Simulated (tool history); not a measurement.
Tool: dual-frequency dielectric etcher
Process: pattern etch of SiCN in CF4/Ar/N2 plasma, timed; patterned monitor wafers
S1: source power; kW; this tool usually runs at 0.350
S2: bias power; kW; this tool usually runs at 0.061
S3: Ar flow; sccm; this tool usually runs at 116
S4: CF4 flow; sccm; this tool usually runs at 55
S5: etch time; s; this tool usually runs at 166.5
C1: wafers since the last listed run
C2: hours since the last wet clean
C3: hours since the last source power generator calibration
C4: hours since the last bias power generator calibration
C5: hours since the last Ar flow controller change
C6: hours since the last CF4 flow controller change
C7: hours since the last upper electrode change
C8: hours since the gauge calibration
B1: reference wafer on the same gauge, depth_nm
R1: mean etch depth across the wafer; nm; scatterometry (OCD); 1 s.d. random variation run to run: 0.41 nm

{"run": 1, "day": 0.0, "S1": 0.35, "S2": 0.061, "S3": 136, "S4": 55, "S5": 166.5, "C1": 0, "C2": 368.9, "C3": 1375.7, "C4": 126.7, "C5": 207.2, "C6": 1723.5, "C7": 5177.5, "C8": 2370.9, "B1": 118.0, "R1": 112.8}
{"day": 1.912, "done": "gauge calibrated"}
{"run": 2, "day": 3.983, "S1": 0.35, "S2": 0.061, "S3": 116, "S4": 48, "S5": 166.5, "C1": 807, "C2": 464.5, "C3": 1471.3, "C4": 222.3, "C5": 302.8, "C6": 1819.1, "C7": 5273.1, "C8": 49.7, "B1": 117.9, "R1": 111.3}
{"run": 3, "day": 6.45, "S1": 0.35, "S2": 0.061, "S3": 116, "S4": 48, "S5": 166.5, "C1": 500, "C2": 523.7, "C3": 1530.5, "C4": 281.5, "C5": 362.0, "C6": 1878.3, "C7": 5332.3, "C8": 108.9, "B1": 118.0, "R1": 111.2}
{"day": 7.871, "done": "upper electrode replaced"}
{"day": 10.421, "done": "CF4 flow controller replaced"}
{"day": 11.096, "done": "wet clean of the chamber"}
{"run": 4, "day": 11.117, "S1": 0.35, "S2": 0.068, "S3": 100, "S4": 65, "S5": 204.5, "C1": 556, "C2": 0.5, "C3": 1642.5, "C4": 393.5, "C5": 474.0, "C6": 16.7, "C7": 77.9, "C8": 220.9, "B1": 118.0, "R1": 154.9}
{"run": 5, "day": 13.479, "S1": 0.43, "S2": 0.056, "S3": 116, "S4": 51, "S5": 212.0, "C1": 478, "C2": 57.2, "C3": 1699.2, "C4": 450.2, "C5": 530.7, "C6": 73.4, "C7": 134.6, "C8": 277.6, "B1": 118.0, "R1": 159.0}
{"run": 6, "day": 15.562, "S1": 0.35, "S2": 0.061, "S3": 139, "S4": 55, "S5": 166.5, "C1": 422, "C2": 107.2, "C3": 1749.2, "C4": 500.2, "C5": 580.7, "C6": 123.4, "C7": 184.6, "C8": 327.6, "B1": 118.0, "R1": 112.5}
{"run": 7, "day": 19.258, "S1": 0.35, "S2": 0.061, "S3": 116, "S4": 55, "S5": 166.5, "C1": 749, "C2": 195.9, "C3": 1837.9, "C4": 588.9, "C5": 669.4, "C6": 212.1, "C7": 273.3, "C8": 416.3, "B1": 118.0, "R1": 115.6}
{"run": 8, "day": 23.746, "S1": 0.35, "S2": 0.061, "S3": 116, "S4": 55, "S5": 166.5, "C1": 909, "C2": 303.6, "C3": 1945.6, "C4": 696.6, "C5": 777.1, "C6": 319.8, "C7": 381.0, "C8": 524.0, "B1": 117.9, "R1": 114.3}
{"run": 9, "day": 27.804, "S1": 0.42, "S2": 0.046, "S3": 96, "S4": 55, "S5": 166.5, "C1": 822, "C2": 401.0, "C3": 2043.0, "C4": 794.0, "C5": 874.5, "C6": 417.2, "C7": 478.4, "C8": 621.4, "B1": 118.0, "R1": 118.6}
{"day": 31.125, "done": "wet clean of the chamber"}
{"run": 10, "day": 32.225, "S1": 0.35, "S2": 0.061, "S3": 116, "S4": 55, "S5": 149.5, "C1": 693, "C2": 26.4, "C3": 2149.1, "C4": 900.1, "C5": 980.6, "C6": 523.3, "C7": 584.5, "C8": 727.5, "B1": 117.9, "R1": 103.4}
{"run": 11, "day": 36.35, "S1": 0.41, "S2": 0.072, "S3": 116, "S4": 55, "S5": 139.5, "C1": 836, "C2": 125.4, "C3": 2248.1, "C4": 999.1, "C5": 1079.6, "C6": 622.3, "C7": 683.5, "C8": 826.5, "B1": 117.9, "R1": 114.6}
{"run": 12, "day": 39.996, "S1": 0.35, "S2": 0.061, "S3": 116, "S4": 65, "S5": 166.5, "C1": 739, "C2": 212.9, "C3": 2335.6, "C4": 1086.6, "C5": 1167.1, "C6": 709.8, "C7": 771.0, "C8": 914.0, "B1": 118.0, "R1": 119.6}
{"run": 13, "day": 44.071, "S1": 0.35, "S2": 0.061, "S3": 116, "S4": 55, "S5": 141.0, "C1": 826, "C2": 310.7, "C3": 2433.4, "C4": 1184.4, "C5": 1264.9, "C6": 807.6, "C7": 868.8, "C8": 1011.8, "B1": 118.0, "R1": 97.2}
{"day": 44.608, "done": "source power generator calibrated"}
{"run": 14, "day": 47.688, "S1": 0.33, "S2": 0.061, "S3": 127, "S4": 41, "S5": 166.5, "C1": 699, "C2": 397.5, "C3": 73.9, "C4": 1271.2, "C5": 1351.7, "C6": 894.4, "C7": 955.6, "C8": 1098.6, "B1": 118.1, "R1": 102.2}
{"run": 15, "day": 49.446, "S1": 0.33, "S2": 0.061, "S3": 127, "S4": 41, "S5": 166.5, "C1": 356, "C2": 439.7, "C3": 116.1, "C4": 1313.4, "C5": 1393.9, "C6": 936.6, "C7": 997.8, "C8": 1140.8, "B1": 118.0, "R1": 101.8}
{"run": 16, "day": 53.362, "S1": 0.35, "S2": 0.061, "S3": 116, "S4": 55, "S5": 166.5, "C1": 794, "C2": 533.7, "C3": 210.1, "C4": 1407.4, "C5": 1487.9, "C6": 1030.6, "C7": 1091.8, "C8": 1234.8, "B1": 118.1, "R1": 114.9}
{"day": 54.767, "done": "wet clean of the chamber"}
{"run": 17, "day": 54.983, "S1": 0.33, "S2": 0.061, "S3": 125, "S4": 55, "S5": 166.5, "C1": 125, "C2": 5.2, "C3": 249.0, "C4": 1446.3, "C5": 1526.8, "C6": 1069.5, "C7": 1130.7, "C8": 1273.7, "B1": 118.0, "R1": 109.2}
{"run": 18, "day": 56.971, "S1": 0.41, "S2": 0.072, "S3": 116, "S4": 55, "S5": 139.5, "C1": 402, "C2": 52.9, "C3": 296.7, "C4": 1494.0, "C5": 1574.5, "C6": 1117.2, "C7": 1178.4, "C8": 1321.4, "B1": 118.0, "R1": 114.7}
{"run": 19, "day": 60.946, "S1": 0.35, "S2": 0.061, "S3": 116, "S4": 55, "S5": 166.5, "C1": 805, "C2": 148.3, "C3": 392.1, "C4": 1589.4, "C5": 1669.9, "C6": 1212.6, "C7": 1273.8, "C8": 1416.8, "B1": 118.0, "R1": 114.4}
{"run": 20, "day": 63.004, "S1": 0.35, "S2": 0.061, "S3": 116, "S4": 43, "S5": 166.5, "C1": 417, "C2": 197.7, "C3": 441.5, "C4": 1638.8, "C5": 1719.3, "C6": 1262.0, "C7": 1323.2, "C8": 1466.2, "B1": 118.0, "R1": 108.9}

Forecast run 21:
{"run": 21, "day": 64.783, "S1": 0.38, "S2": 0.061, "S3": 116, "S4": 61, "S5": 166.5, "C1": 360, "C2": 240.4, "C3": 484.2, "C4": 1681.5, "C5": 1762.0, "C6": 1304.7, "C7": 1365.9, "C8": 1508.9, "B1": "?", "R1": "?"}

B1: 117.9
R1: 124.2 nm
Take away the tool's hidden state, keep the run-to-run variation as it was, and the same run would have given R1 124.2 nm.

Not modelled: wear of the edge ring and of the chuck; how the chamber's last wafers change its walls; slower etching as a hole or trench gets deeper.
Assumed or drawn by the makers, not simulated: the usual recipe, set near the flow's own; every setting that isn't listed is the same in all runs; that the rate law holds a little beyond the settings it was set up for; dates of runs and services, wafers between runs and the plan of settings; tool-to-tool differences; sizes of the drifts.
